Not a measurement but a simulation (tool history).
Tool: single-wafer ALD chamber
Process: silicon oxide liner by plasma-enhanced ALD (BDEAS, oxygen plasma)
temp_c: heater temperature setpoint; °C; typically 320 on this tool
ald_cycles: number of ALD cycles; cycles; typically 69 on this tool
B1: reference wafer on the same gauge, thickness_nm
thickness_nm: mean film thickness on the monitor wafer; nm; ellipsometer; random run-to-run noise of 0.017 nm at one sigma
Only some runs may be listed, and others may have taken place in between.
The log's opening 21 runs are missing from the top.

-- hour=1132.2 gauge calibrated
-- hour=1229.4 thermocouple changed; heater temperature recalibrated
run 22 hour=1229.8 | temp_c=312 ald_cycles=62 | B1=5.005 | thickness_nm=5.614
run 23 hour=1267.0 | temp_c=320 ald_cycles=69 | B1=5.007 | thickness_nm=6.193
run 24 hour=1455.0 | temp_c=331 ald_cycles=63 | B1=5.008 | thickness_nm=5.572
run 25 hour=1479.5 | temp_c=328 ald_cycles=82 | B1=5.009 | thickness_nm=7.267
run 26 hour=1511.5 | temp_c=312 ald_cycles=62 | B1=5.007 | thickness_nm=5.624
run 27 hour=1571.6 | temp_c=311 ald_cycles=78 | B1=5.009 | thickness_nm=7.077
run 28 hour=1596.5 | temp_c=320 ald_cycles=58 | B1=5.009 | thickness_nm=5.171
run 29 hour=1626.3 | temp_c=325 ald_cycles=69 | B1=5.009 | thickness_nm=6.163
run 30 hour=1673.2 | temp_c=335 ald_cycles=62 | B1=5.012 | thickness_nm=5.454
run 31 hour=1707.8 | temp_c=320 ald_cycles=78 | B1=5.010 | thickness_nm=6.983
run 32 hour=1732.5 | temp_c=312 ald_cycles=62 | B1=5.014 | thickness_nm=5.590
run 33 hour=1797.2 | temp_c=332 ald_cycles=77 | B1=5.016 | thickness_nm=6.803
run 34 hour=1879.4 | temp_c=328 ald_cycles=73 | B1=5.012 | thickness_nm=6.512
run 35 hour=1917.5 | temp_c=312 ald_cycles=57 | B1=5.018 | thickness_nm=5.175
run 36 hour=1972.2 | temp_c=307 ald_cycles=60 | B1=5.015 | thickness_nm=5.496
run 37 hour=2034.7 | temp_c=320 ald_cycles=80 | B1=5.022 | thickness_nm=7.178
run 38 hour=2082.9 | temp_c=312 ald_cycles=80 | B1=5.020 | thickness_nm=7.265
run 39 hour=2148.2 | temp_c=333 ald_cycles=60 | B1=5.024 | thickness_nm=5.301

Here are 3 independent what-if runs from the current tool condition. What would each one return?
run A hour=2148.7 | temp_c=331 ald_cycles=69 | B1=? | thickness_nm=?
run B hour=2148.7 | temp_c=316 ald_cycles=56 | B1=? | thickness_nm=?
run C hour=2148.7 | temp_c=315 ald_cycles=78 | B1=? | thickness_nm=?

run=A B1=5.021 thickness_nm=6.101
run=B B1=5.021 thickness_nm=5.046
run=C B1=5.021 thickness_nm=7.038
With no hidden state in the tool, these same runs would have given:
run=A thickness_nm=6.120
run=B thickness_nm=5.063
run=C thickness_nm=7.061
